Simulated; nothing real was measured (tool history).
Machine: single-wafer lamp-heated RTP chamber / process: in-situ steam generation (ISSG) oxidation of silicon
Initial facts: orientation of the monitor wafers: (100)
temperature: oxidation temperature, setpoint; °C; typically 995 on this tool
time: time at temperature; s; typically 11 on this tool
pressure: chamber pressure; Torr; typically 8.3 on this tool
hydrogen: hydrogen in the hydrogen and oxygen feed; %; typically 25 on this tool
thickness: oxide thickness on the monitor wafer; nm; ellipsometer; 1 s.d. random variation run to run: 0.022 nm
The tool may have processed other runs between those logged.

run   hour  temperature  time  pressure  hydrogen  read-back reference wafer on the same gauge, thickness  thickness
  1    0.0          995    11       8.3        25                                                   4.278      4.161
  2   48.3          995    11       8.3        25                                                   4.284      4.183
  3   79.7          995    11       8.8        25                                                   4.283      4.124
  4  105.4          995    11       8.8        25                                                   4.289      4.175
     127.7  -- pyrometer window cleaned and pyrometer calibrated
  5  152.0          995    11       8.8        25                                                   4.286      4.165
  6  199.2          995    11       8.3        25                                                   4.300      4.206
  7  241.9          995    11       8.3        25                                                   4.298      4.190
  8  307.6          995    11       8.3        25                                                   4.312      4.181
     348.8  -- pyrometer window cleaned and pyrometer calibrated
  9  354.1          995    11       8.3        25                                                   4.324      4.177
 10  463.9          995    11       8.3        25                                                   4.329      4.264
 11  534.1          995    11       8.3        25                                                   4.347      4.213
     580.4  -- pyrometer window cleaned and pyrometer calibrated
 12  582.2          995    11       8.3        19                                                   4.344      3.953
 13  616.7          988    11       8.9        32                                                   4.357      4.451
     671.3  -- hydrogen flow controller replaced
 14  678.5         1008    11       8.3        28                                                   4.373      4.611

Run 15 has not been measured yet. What should we expect?
     716.8  -- gauge calibrated
     810.1  -- pyrometer window cleaned and pyrometer calibrated
 15  810.6          995    11       8.3        25                                                       ?          ?

{"run 15": {"read-back reference wafer on the same gauge, thickness": 4.256, "thickness": 4.133}}
The same run, on a tool lacking any hidden state, would have yielded thickness 4.142 nm.

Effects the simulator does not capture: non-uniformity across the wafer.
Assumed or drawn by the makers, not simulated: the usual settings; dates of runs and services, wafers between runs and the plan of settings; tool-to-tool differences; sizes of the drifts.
